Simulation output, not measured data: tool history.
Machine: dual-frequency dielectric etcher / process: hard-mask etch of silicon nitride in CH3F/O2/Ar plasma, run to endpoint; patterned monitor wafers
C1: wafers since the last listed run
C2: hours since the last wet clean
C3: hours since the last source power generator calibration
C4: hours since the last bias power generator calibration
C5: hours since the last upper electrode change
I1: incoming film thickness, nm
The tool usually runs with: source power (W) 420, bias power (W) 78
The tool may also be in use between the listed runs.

Run 1, hour 0.0: usual settings but source power (W) 360; C1 0; C2 194.8; C3 3410.2; C4 2926.2; C5 4091.4; I1 39.73. Result: endpoint time (s) 51.8.
Run 2, hour 24.0: usual settings but source power (W) 360; C1 204; C2 218.8; C3 3434.2; C4 2950.2; C5 4115.4; I1 39.92. Result: endpoint time (s) 52.2.
Run 3, hour 53.1: usual settings but source power (W) 360; C1 247; C2 247.9; C3 3463.3; C4 2979.3; C5 4144.5; I1 39.91. Result: endpoint time (s) 51.2.
Run 4, hour 105.3: usual settings; C1 444; C2 300.1; C3 3515.5; C4 3031.5; C5 4196.7; I1 40.08. Result: endpoint time (s) 49.3.
Run 5, hour 166.7: usual settings but bias power (W) 91; C1 522; C2 361.5; C3 3576.9; C4 3092.9; C5 4258.1; I1 40.52. Result: endpoint time (s) 47.6.
Run 6, hour 237.1: usual settings but bias power (W) 91; C1 599; C2 431.9; C3 3647.3; C4 3163.3; C5 4328.5; I1 40.55. Result: endpoint time (s) 47.2.
At hour 293.6: wet clean of the chamber.
Run 7, hour 294.1: usual settings but bias power (W) 93; C1 281; C2 0.5; C3 3704.3; C4 3220.3; C5 4385.5; I1 40.16. Result: endpoint time (s) 48.3.
Run 8, hour 345.1: usual settings but bias power (W) 89; C1 434; C2 51.5; C3 3755.3; C4 3271.3; C5 4436.5; I1 40.04. Result: endpoint time (s) 48.2.
Run 9, hour 373.0: usual settings but bias power (W) 89; C1 237; C2 79.4; C3 3783.2; C4 3299.2; C5 4464.4; I1 40.32. Result: endpoint time (s) 47.9.
Run 10, hour 427.7: usual settings but source power (W) 450; C1 465; C2 134.1; C3 3837.9; C4 3353.9; C5 4519.1; I1 40.55. Result: endpoint time (s) 48.8.
Run 11, hour 493.7: usual settings but source power (W) 450; C1 562; C2 200.1; C3 3903.9; C4 3419.9; C5 4585.1; I1 40.50. Result: endpoint time (s) 48.5.
At hour 512.2: bias power generator calibrated.
At hour 540.0: source power generator calibrated.
Run 12, hour 540.5: usual settings but source power (W) 360, bias power (W) 70; C1 330; C2 246.9; C3 0.5; C4 28.3; C5 4631.9; I1 40.16. Result: endpoint time (s) 52.8.
Run 13, hour 578.8: usual settings but source power (W) 350; C1 326; C2 285.2; C3 38.8; C4 66.6; C5 4670.2; I1 40.18. Result: endpoint time (s) 51.5.
Run 14, hour 611.1: usual settings but bias power (W) 67; C1 275; C2 317.5; C3 71.1; C4 98.9; C5 4702.5; I1 40.06. Result: endpoint time (s) 49.7.
Run 15, hour 672.7: usual settings but bias power (W) 70; C1 524; C2 379.1; C3 132.7; C4 160.5; C5 4764.1; I1 40.16. Result: endpoint time (s) 49.2.

Run 16 comes next. What will it give?
At hour 737.9: upper electrode replaced.
Run 16, hour 741.2: usual settings; C1 379; C2 447.6; C3 201.2; C4 229.0; C5 3.3; I1 40.08. Result: endpoint time (s) ?.

Run 16 produced endpoint time (s) 47.8.
On a tool with no hidden condition, and with the same random variation, this run would have come out at endpoint time (s) 50.0.
